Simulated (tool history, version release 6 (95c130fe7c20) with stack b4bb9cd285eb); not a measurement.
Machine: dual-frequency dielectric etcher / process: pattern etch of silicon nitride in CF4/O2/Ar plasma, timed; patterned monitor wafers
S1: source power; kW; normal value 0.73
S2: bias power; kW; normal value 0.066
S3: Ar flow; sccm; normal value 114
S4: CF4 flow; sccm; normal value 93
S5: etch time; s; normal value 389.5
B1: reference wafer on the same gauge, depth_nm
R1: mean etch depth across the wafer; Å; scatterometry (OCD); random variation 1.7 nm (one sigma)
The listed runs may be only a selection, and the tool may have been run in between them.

| run | day | S1 | S2 | S3 | S4 | S5 | B1 | R1 |
|---|---|---|---|---|---|---|---|---|
| 1 | 0 | 0.83 | 0.066 | 114 | 93 | 389.5 | 1029.9 | 12508 |
| 2 | 0.358 | 0.83 | 0.066 | 114 | 93 | 389.5 | 1029.7 | 12487 |
| 3 | 0.879 | 0.84 | 0.066 | 114 | 93 | 389.5 | 1028.9 | 12608 |
| 4 | 1.233 | 0.84 | 0.066 | 114 | 93 | 389.5 | 1029.9 | 12599 |
|  | 2.692 | upper electrode replaced |
| 5 | 2.712 | 0.63 | 0.054 | 114 | 93 | 389.5 | 1030.4 | 10036 |
| 6 | 2.729 | 0.73 | 0.066 | 114 | 93 | 339 | 1029.9 | 10178 |
| 7 | 3.212 | 0.73 | 0.057 | 114 | 113 | 389.5 | 1030.4 | 11180 |
| 8 | 3.7 | 0.73 | 0.066 | 114 | 93 | 389.5 | 1030 | 11730 |
| 9 | 4.146 | 0.73 | 0.066 | 114 | 93 | 389.5 | 1029.8 | 11718 |
|  | 4.496 | gauge calibrated |
| 10 | 4.625 | 0.73 | 0.066 | 114 | 93 | 389.5 | 1029.3 | 11694 |
| 11 | 5.225 | 0.73 | 0.066 | 114 | 93 | 389.5 | 1029.5 | 11755 |

Predict the results of run 12:
|  | 5.562 | bias power generator calibrated |
|  | 6.167 | source power generator calibrated |
|  | 7.071 | wet clean of the chamber |
| 12 | 7.092 | 0.57 | 0.077 | 114 | 108 | 446 | ? | ? |

{"run 12": {"B1": 1030.1, "R1": 12506}}
With no hidden state in the tool, this same run would have given R1 12540 Å.
